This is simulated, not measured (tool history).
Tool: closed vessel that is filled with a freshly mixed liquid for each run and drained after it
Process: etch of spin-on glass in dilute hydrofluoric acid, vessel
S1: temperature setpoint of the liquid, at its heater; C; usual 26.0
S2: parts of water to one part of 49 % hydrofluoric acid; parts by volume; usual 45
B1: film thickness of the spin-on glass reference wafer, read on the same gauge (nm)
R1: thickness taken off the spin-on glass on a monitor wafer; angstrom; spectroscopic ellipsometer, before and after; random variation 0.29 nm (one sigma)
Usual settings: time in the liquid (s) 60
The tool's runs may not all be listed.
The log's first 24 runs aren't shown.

{"run": 25, "hour": 307.0, "S1": 26.0, "S2": 45, "time in the liquid (s)": 60, "B1": 150.06, "R1": 491.6}
{"run": 26, "hour": 321.0, "S1": 26.0, "S2": 55, "time in the liquid (s)": 60, "B1": 150.01, "R1": 397.9}
{"run": 27, "hour": 336.1, "S1": 26.0, "S2": 50, "time in the liquid (s)": 90, "B1": 150.04, "R1": 663.1}
{"hour": 339.9, "done": "gauge calibrated"}
{"hour": 363.0, "done": "thermometer replaced"}
{"run": 28, "hour": 384.1, "S1": 27.5, "S2": 35, "time in the liquid (s)": 80, "B1": 150.06, "R1": 1018.6}
{"run": 29, "hour": 395.5, "S1": 26.0, "S2": 40, "time in the liquid (s)": 60, "B1": 150.01, "R1": 626.1}
{"run": 30, "hour": 435.5, "S1": 29.5, "S2": 45, "time in the liquid (s)": 30, "B1": 149.96, "R1": 314.7}
{"run": 31, "hour": 446.7, "S1": 26.0, "S2": 45, "time in the liquid (s)": 60, "B1": 150.0, "R1": 557.5}
{"run": 32, "hour": 460.9, "S1": 27.5, "S2": 35, "time in the liquid (s)": 80, "B1": 150.06, "R1": 1025.9}
{"run": 33, "hour": 471.1, "S1": 26.0, "S2": 55, "time in the liquid (s)": 80, "B1": 149.99, "R1": 601.2}

3 ways to go on from here, each from the tool as it stands after run 33. What would each give?
{"run": "A", "hour": 471.8, "S1": 26.0, "S2": 45, "time in the liquid (s)": 75, "B1": "?", "R1": "?"}
{"run": "B", "hour": 471.8, "S1": 31.0, "S2": 40, "time in the liquid (s)": 90, "B1": "?", "R1": "?"}
{"run": "C", "hour": 471.8, "S1": 26.0, "S2": 25, "time in the liquid (s)": 60, "B1": "?", "R1": "?"}

run=A B1=149.98 R1=690.8
run=B B1=149.98 R1=1148.4
run=C B1=149.98 R1=1022.3
Without the tool's hidden state the same runs would have given:
run=A R1=681.3
run=B R1=1131.8
run=C R1=1009.3
